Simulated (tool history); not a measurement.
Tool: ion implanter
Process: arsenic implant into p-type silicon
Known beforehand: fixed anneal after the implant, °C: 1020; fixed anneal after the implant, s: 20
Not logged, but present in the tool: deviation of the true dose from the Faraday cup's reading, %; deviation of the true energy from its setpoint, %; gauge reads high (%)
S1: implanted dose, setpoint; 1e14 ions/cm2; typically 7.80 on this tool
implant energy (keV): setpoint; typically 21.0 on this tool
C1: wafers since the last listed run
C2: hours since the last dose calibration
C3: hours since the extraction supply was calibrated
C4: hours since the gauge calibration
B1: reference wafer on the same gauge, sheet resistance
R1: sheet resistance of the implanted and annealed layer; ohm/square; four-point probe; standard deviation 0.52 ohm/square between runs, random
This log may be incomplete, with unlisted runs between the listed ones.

{"run": 1, "hour": 0.0, "S1": 6.57, "implant energy (keV)": 21.0, "C1": 0, "C2": 962.9, "C3": 1972.3, "C4": 1098.0, "B1": 133.64, "R1": 161.01}
{"run": 2, "hour": 54.8, "S1": 6.57, "implant energy (keV)": 21.0, "C1": 1816, "C2": 1017.7, "C3": 2027.1, "C4": 1152.8, "B1": 134.06, "R1": 160.02}
{"hour": 74.7, "done": "Faraday cup replaced and dose calibrated"}
{"run": 3, "hour": 149.6, "S1": 7.8, "implant energy (keV)": 21.0, "C1": 2878, "C2": 74.9, "C3": 2121.9, "C4": 1247.6, "B1": 133.83, "R1": 145.05}
{"run": 4, "hour": 243.5, "S1": 7.8, "implant energy (keV)": 21.0, "C1": 3113, "C2": 168.8, "C3": 2215.8, "C4": 1341.5, "B1": 133.75, "R1": 145.5}
{"run": 5, "hour": 325.1, "S1": 7.8, "implant energy (keV)": 21.0, "C1": 2705, "C2": 250.4, "C3": 2297.4, "C4": 1423.1, "B1": 134.16, "R1": 145.32}
{"run": 6, "hour": 552.6, "S1": 9.07, "implant energy (keV)": 17.0, "C1": 7543, "C2": 477.9, "C3": 2524.9, "C4": 1650.6, "B1": 133.71, "R1": 135.28}
{"run": 7, "hour": 597.6, "S1": 9.07, "implant energy (keV)": 17.0, "C1": 1492, "C2": 522.9, "C3": 2569.9, "C4": 1695.6, "B1": 133.9, "R1": 135.26}
{"run": 8, "hour": 640.7, "S1": 6.55, "implant energy (keV)": 21.0, "C1": 1429, "C2": 566.0, "C3": 2613.0, "C4": 1738.7, "B1": 133.79, "R1": 163.35}
{"run": 9, "hour": 720.4, "S1": 6.55, "implant energy (keV)": 21.0, "C1": 2642, "C2": 645.7, "C3": 2692.7, "C4": 1818.4, "B1": 134.15, "R1": 163.51}
{"run": 10, "hour": 784.4, "S1": 6.55, "implant energy (keV)": 21.0, "C1": 2122, "C2": 709.7, "C3": 2756.7, "C4": 1882.4, "B1": 133.96, "R1": 162.41}
{"run": 11, "hour": 853.3, "S1": 7.8, "implant energy (keV)": 21.0, "C1": 2284, "C2": 778.6, "C3": 2825.6, "C4": 1951.3, "B1": 133.88, "R1": 143.39}
{"run": 12, "hour": 896.8, "S1": 7.8, "implant energy (keV)": 21.0, "C1": 1442, "C2": 822.1, "C3": 2869.1, "C4": 1994.8, "B1": 134.05, "R1": 143.63}
{"run": 13, "hour": 985.9, "S1": 7.8, "implant energy (keV)": 25.5, "C1": 2954, "C2": 911.2, "C3": 2958.2, "C4": 2083.9, "B1": 134.02, "R1": 137.7}
{"run": 14, "hour": 1061.8, "S1": 7.8, "implant energy (keV)": 21.0, "C1": 2516, "C2": 987.1, "C3": 3034.1, "C4": 2159.8, "B1": 134.04, "R1": 142.27}
{"hour": 1096.7, "done": "gauge calibrated"}
{"hour": 1116.0, "done": "Faraday cup replaced and dose calibrated"}
{"run": 15, "hour": 1143.1, "S1": 7.8, "implant energy (keV)": 21.0, "C1": 2430, "C2": 27.1, "C3": 3115.4, "C4": 46.4, "B1": 133.87, "R1": 144.33}
{"run": 16, "hour": 1203.4, "S1": 7.8, "implant energy (keV)": 22.5, "C1": 1999, "C2": 87.4, "C3": 3175.7, "C4": 106.7, "B1": 133.87, "R1": 142.65}
{"run": 17, "hour": 1241.1, "S1": 7.8, "implant energy (keV)": 22.5, "C1": 1250, "C2": 125.1, "C3": 3213.4, "C4": 144.4, "B1": 134.06, "R1": 142.61}

Expected results for the next run?
{"run": 18, "hour": 1291.2, "S1": 9.03, "implant energy (keV)": 27.5, "C1": 1661, "C2": 175.2, "C3": 3263.5, "C4": 194.5, "B1": "?", "R1": "?"}

{"run 18": {"B1": 133.93, "R1": 124.48}}
Were there no unlogged condition in the tool, this run, its random variation unchanged, would have produced R1 124.88 ohm/square.
